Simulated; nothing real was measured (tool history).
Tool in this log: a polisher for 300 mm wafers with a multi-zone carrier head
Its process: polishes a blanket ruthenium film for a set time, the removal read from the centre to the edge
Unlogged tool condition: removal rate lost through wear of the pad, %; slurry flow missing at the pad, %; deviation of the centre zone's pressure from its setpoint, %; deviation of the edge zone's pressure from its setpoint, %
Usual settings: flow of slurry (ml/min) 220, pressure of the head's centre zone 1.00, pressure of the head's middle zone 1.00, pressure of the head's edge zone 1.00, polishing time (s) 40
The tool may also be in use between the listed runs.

run	hour	flow of slurry (ml/min)	pressure of the head's centre zone	pressure of the head's middle zone	pressure of the head's edge zone	polishing time (s)	wafers since the last listed run	wafers polished on this pad	hours since the slurry nozzle was cleaned	hours since the centre zone pressure was calibrated	hours since the edge zone pressure was calibrated	hours since the carrier head's membrane was replaced	incoming thickness of the incoming film, nm	film removed at the wafer's centre (nm)	film removed at mid-radius (nm)	film removed at the wafer's edge (nm)
1	0.0	220	1.00	0.97	1.06	40	0	1562	396.6	722.6	527.5	1507.6	406.4	56.4	54.8	58.0
2	51.9	220	1.00	1.00	1.00	40	359	1922	448.5	774.5	579.4	1559.5	416.6	55.4	55.0	55.4
# hour 73.0: worn pad replaced by a new one
3	100.9	220	1.00	1.00	1.03	40	311	193	497.5	823.5	628.4	1608.5	409.4	61.7	62.0	61.2
# hour 102.4: slurry nozzle cleaned
# hour 131.0: carrier head's membrane replaced by a new one
4	146.7	220	1.00	1.00	1.00	40	275	469	44.3	869.3	674.2	15.7	404.3	60.3	59.7	61.0
5	208.5	220	1.00	1.00	1.00	40	428	897	106.1	931.1	736.0	77.5	415.4	58.6	57.9	58.9
# hour 233.7: centre zone pressure recalibrated
6	261.6	200	1.00	1.00	0.88	28	354	1251	159.2	27.9	789.1	130.6	405.1	38.7	39.6	37.4
7	290.9	220	1.00	1.00	1.00	40	203	1454	188.5	57.2	818.4	159.9	406.0	55.5	56.9	56.1
8	316.7	270	0.93	1.00	0.96	49	178	1633	214.3	83.0	844.2	185.7	415.2	65.2	70.8	68.1
# hour 350.2: worn pad replaced by a new one
9	364.2	195	1.04	0.97	1.00	26	301	97	261.8	130.5	891.7	233.2	406.2	40.3	38.5	39.7
10	397.3	220	1.00	1.03	1.04	50	229	326	294.9	163.6	924.8	266.3	408.7	75.3	77.7	79.8
11	446.2	220	1.02	1.00	1.00	32	338	665	343.8	212.5	973.7	315.2	407.7	49.0	47.8	48.9
12	486.1	220	1.00	0.97	1.00	31	276	941	383.7	252.4	1013.6	355.1	410.3	45.7	44.6	46.0
13	540.2	285	1.00	0.92	1.00	46	374	1316	437.8	306.5	1067.7	409.2	407.3	68.7	63.9	68.5
# hour 548.0: edge zone pressure recalibrated
# hour 562.8: slurry nozzle cleaned
14	607.9	220	1.00	1.00	1.06	40	448	1764	45.1	374.2	59.9	476.9	413.3	56.2	55.5	57.5
# hour 630.5: worn pad replaced by a new one
15	659.2	220	1.00	1.11	1.00	28	327	198	96.4	425.5	111.2	528.2	412.2	44.1	47.5	43.6
16	717.1	220	1.00	1.06	1.04	40	401	600	154.3	483.4	169.1	586.1	404.5	61.4	63.6	61.7
17	770.8	220	1.00	1.05	0.90	40	372	972	208.0	537.1	222.8	639.8	410.1	59.2	61.5	56.2
18	831.7	250	1.00	0.94	0.95	27	421	1394	268.9	598.0	283.7	700.7	406.2	38.8	38.0	38.1
# hour 883.6: worn pad replaced by a new one
19	891.5	220	1.00	1.00	1.00	40	386	54	328.7	657.8	343.5	760.5	417.3	61.1	62.2	61.5
20	950.3	220	1.00	1.00	1.03	48	407	461	387.5	716.6	402.3	819.3	414.3	72.9	71.2	73.9
21	1004.3	245	0.88	1.00	1.00	40	374	836	441.5	770.6	456.3	873.3	413.4	52.2	60.3	60.0

5 ways to go on from here, each from the tool as it stands after run 21. What would each give?
A	1004.7	220	1.00	0.92	1.00	40	2	838	441.9	771.0	456.7	873.7	413.7	?	?	?
B	1004.7	220	1.07	1.00	1.00	40	2	838	441.9	771.0	456.7	873.7	413.7	?	?	?
C	1004.7	220	1.00	1.00	1.00	51	2	838	441.9	771.0	456.7	873.7	413.7	?	?	?
D	1004.7	250	1.00	1.00	1.00	40	2	838	441.9	771.0	456.7	873.7	413.7	?	?	?
E	1004.7	220	1.08	1.00	0.95	40	2	838	441.9	771.0	456.7	873.7	413.7	?	?	?

run	film removed at the wafer's centre (nm)	film removed at mid-radius (nm)	film removed at the wafer's edge (nm)
A	59.2	55.8	60.2
B	63.3	59.8	60.2
C	75.6	76.2	76.7
D	60.3	60.7	60.9
E	63.9	59.8	58.7
Had the tool no hidden state, the same runs would have come out as:
run	film removed at the wafer's centre (nm)	film removed at mid-radius (nm)	film removed at the wafer's edge (nm)
A	63.5	59.8	64.6
B	67.8	64.1	64.5
C	81.0	81.7	82.2
D	64.6	65.1	65.3
E	68.5	64.1	62.9
